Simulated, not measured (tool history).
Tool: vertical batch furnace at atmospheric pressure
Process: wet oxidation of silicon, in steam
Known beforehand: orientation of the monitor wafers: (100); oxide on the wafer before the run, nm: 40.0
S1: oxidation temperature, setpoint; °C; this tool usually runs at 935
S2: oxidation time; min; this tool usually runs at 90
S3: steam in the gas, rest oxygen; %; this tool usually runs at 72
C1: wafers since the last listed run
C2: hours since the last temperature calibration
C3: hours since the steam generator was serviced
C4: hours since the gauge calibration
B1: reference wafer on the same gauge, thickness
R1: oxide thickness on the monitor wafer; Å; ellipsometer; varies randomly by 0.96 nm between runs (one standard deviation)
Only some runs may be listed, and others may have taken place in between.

Run 1, hour 0: usual settings but S2 116 min, S3 66 %; C1 0; C2 3611.3; C3 851.7; C4 1198.9; B1 209.13. Result: R1 2995 Å.
Run 2, hour 41.7: usual settings but S2 116 min, S3 66 %; C1 765; C2 3653; C3 893.4; C4 1240.6; B1 209.07. Result: R1 2990.7 Å.
Run 3, hour 111.6: usual settings but S2 116 min, S3 66 %; C1 1283; C2 3722.9; C3 963.3; C4 1310.5; B1 208.91. Result: R1 2998 Å.
Run 4, hour 144.3: usual settings; C1 600; C2 3755.6; C3 996; C4 1343.2; B1 209.24. Result: R1 2661.9 Å.
Run 5, hour 179.5: usual settings; C1 646; C2 3790.8; C3 1031.2; C4 1378.4; B1 209.14. Result: R1 2657.9 Å.
Run 6, hour 246.4: usual settings; C1 1228; C2 3857.7; C3 1098.1; C4 1445.3; B1 208.75. Result: R1 2653 Å.
Run 7, hour 318.3: usual settings; C1 1320; C2 3929.6; C3 1170; C4 1517.2; B1 209.03. Result: R1 2649.1 Å.
At hour 336.7: gauge calibrated.
Run 8, hour 346.4: usual settings; C1 516; C2 3957.7; C3 1198.1; C4 9.7; B1 208.95. Result: R1 2661.4 Å.
Run 9, hour 371.6: usual settings; C1 462; C2 3982.9; C3 1223.3; C4 34.9; B1 208.95. Result: R1 2660.2 Å.
Run 10, hour 437.4: usual settings; C1 1208; C2 4048.7; C3 1289.1; C4 100.7; B1 208.83. Result: R1 2635.3 Å.
Run 11, hour 494.1: usual settings but S2 99 min; C1 1041; C2 4105.4; C3 1345.8; C4 157.4; B1 209. Result: R1 2850.9 Å.
Run 12, hour 662.7: usual settings but S2 99 min; C1 3096; C2 4274; C3 1514.4; C4 326; B1 209.28. Result: R1 2805.5 Å.
At hour 714.8: thermocouples replaced and temperature profile calibrated.
Run 13, hour 715.3: usual settings but S2 99 min; C1 525; C2 0.5; C3 1567; C4 378.6; B1 208.7. Result: R1 2690.8 Å.
Run 14, hour 741.1: usual settings but S1 925 °C; C1 473; C2 26.3; C3 1592.8; C4 404.4; B1 208.78. Result: R1 2281.3 Å.
Run 15, hour 797.5: usual settings but S1 925 °C; C1 1035; C2 82.7; C3 1649.2; C4 460.8; B1 209.19. Result: R1 2296 Å.
Run 16, hour 856.9: usual settings; C1 1090; C2 142.1; C3 1708.6; C4 520.2; B1 209.1. Result: R1 2506.2 Å.
Run 17, hour 888.1: usual settings; C1 573; C2 173.3; C3 1739.8; C4 551.4; B1 208.87. Result: R1 2510 Å.
Run 18, hour 947.7: usual settings but S1 915 °C, S2 105.5 min, S3 75 %; C1 1094; C2 232.9; C3 1799.4; C4 611; B1 208.83. Result: R1 2414.4 Å.
Run 19, hour 1000.5: usual settings but S1 954 °C, S2 63.5 min; C1 969; C2 285.7; C3 1852.2; C4 663.8; B1 208.99. Result: R1 2303.7 Å.
Run 20, hour 1039.1: usual settings but S1 943 °C, S3 78 %; C1 708; C2 324.3; C3 1890.8; C4 702.4; B1 208.94. Result: R1 2835.8 Å.
Run 21, hour 1099.8: usual settings but S2 78 min; C1 1114; C2 385; C3 1951.5; C4 763.1; B1 208.94. Result: R1 2274.2 Å.

Run 22 comes next. What will it give?
At hour 1245: steam generator serviced.
Run 22, hour 1248.9: usual settings; C1 2297; C2 534.1; C3 3.9; C4 912.2; B1 ?. Result: R1 ?.

B1: 209.07
R1: 2615.9 Å
Had the tool carried no hidden state, the very same run would have given R1 2584.5 Å.

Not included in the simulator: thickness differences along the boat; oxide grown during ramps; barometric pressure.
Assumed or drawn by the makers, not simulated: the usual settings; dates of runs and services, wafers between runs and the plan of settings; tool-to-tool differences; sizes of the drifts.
